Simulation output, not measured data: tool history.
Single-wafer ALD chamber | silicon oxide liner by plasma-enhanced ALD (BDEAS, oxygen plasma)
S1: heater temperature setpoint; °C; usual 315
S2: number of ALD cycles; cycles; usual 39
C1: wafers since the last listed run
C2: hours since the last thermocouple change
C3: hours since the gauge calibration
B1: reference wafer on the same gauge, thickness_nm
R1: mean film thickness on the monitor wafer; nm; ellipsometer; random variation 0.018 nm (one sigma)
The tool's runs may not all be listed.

run,day,S1,S2,C1,C2,C3,B1,R1
1,0.000,315,43,0,1523.0,1725.9,3.089,3.654
2,3.238,315,43,470,1600.7,1803.6,3.079,3.681
3,5.208,315,43,286,1648.0,1850.9,3.072,3.686
4,9.529,315,39,627,1751.7,1954.6,3.068,3.321
5,12.667,315,39,456,1827.0,2029.9,3.064,3.308
6,15.829,315,39,459,1902.9,2105.8,3.054,3.341
7,19.788,315,33,575,1997.9,2200.8,3.048,2.804
8,24.221,323,39,644,2104.3,2307.2,3.036,3.269
9,27.821,326,45,523,2190.7,2393.6,3.029,3.725
10,29.529,326,45,248,2231.7,2434.6,3.028,3.721
11,31.229,326,45,247,2272.5,2475.4,3.015,3.703
12,33.071,315,35,267,2316.7,2519.6,3.011,2.953
13,34.888,315,35,264,2360.3,2563.2,3.007,2.929
14,38.554,315,39,532,2448.3,2651.2,3.001,3.261
15,40.075,306,41,221,2484.8,2687.7,2.998,3.465
16,43.546,315,39,504,2568.1,2771.0,2.983,3.240
17,45.312,315,41,256,2610.5,2813.4,2.979,3.391
18,49.125,315,41,554,2702.0,2904.9,2.967,3.369
# day 51.233: gauge calibrated
# day 51.308: thermocouple changed; heater temperature recalibrated
19,51.329,322,36,271,0.5,2.3,3.129,3.111
20,54.542,310,44,466,77.6,79.4,3.126,3.845
21,58.150,305,32,524,164.2,166.0,3.128,2.811
22,60.417,319,43,329,218.6,220.4,3.120,3.737
23,64.708,315,34,623,321.6,323.4,3.123,2.981
24,68.958,325,44,617,423.6,425.4,3.121,3.768
25,71.321,315,39,343,480.3,482.1,3.119,3.401
26,73.079,315,39,255,522.5,524.3,3.122,3.420
27,78.575,315,39,798,654.4,656.2,3.112,3.368
28,80.983,301,31,350,712.2,714.0,3.117,2.755
29,84.188,323,42,465,789.1,790.9,3.110,3.576
30,88.583,302,42,638,894.6,896.4,3.111,3.720
31,90.242,315,32,241,934.4,936.2,3.111,2.761
32,93.075,330,43,411,1002.4,1004.2,3.103,3.639
33,96.883,324,47,553,1093.8,1095.6,3.102,4.002
34,98.554,315,39,242,1133.9,1135.7,3.097,3.339
35,100.675,315,39,308,1184.8,1186.6,3.098,3.361
36,104.979,310,34,625,1288.1,1289.9,3.091,2.946

3 ways to go on from here, each from the tool as it stands after run 36. What would each give?
A,105.000,315,39,3,1288.6,1290.4,?,?
B,105.000,325,46,3,1288.6,1290.4,?,?
C,105.000,324,46,3,1288.6,1290.4,?,?

run,B1,R1
A,3.090,3.349
B,3.090,3.889
C,3.090,3.895
Without the tool's hidden state the same runs would have given:
run,R1
A,3.403
B,3.952
C,3.958

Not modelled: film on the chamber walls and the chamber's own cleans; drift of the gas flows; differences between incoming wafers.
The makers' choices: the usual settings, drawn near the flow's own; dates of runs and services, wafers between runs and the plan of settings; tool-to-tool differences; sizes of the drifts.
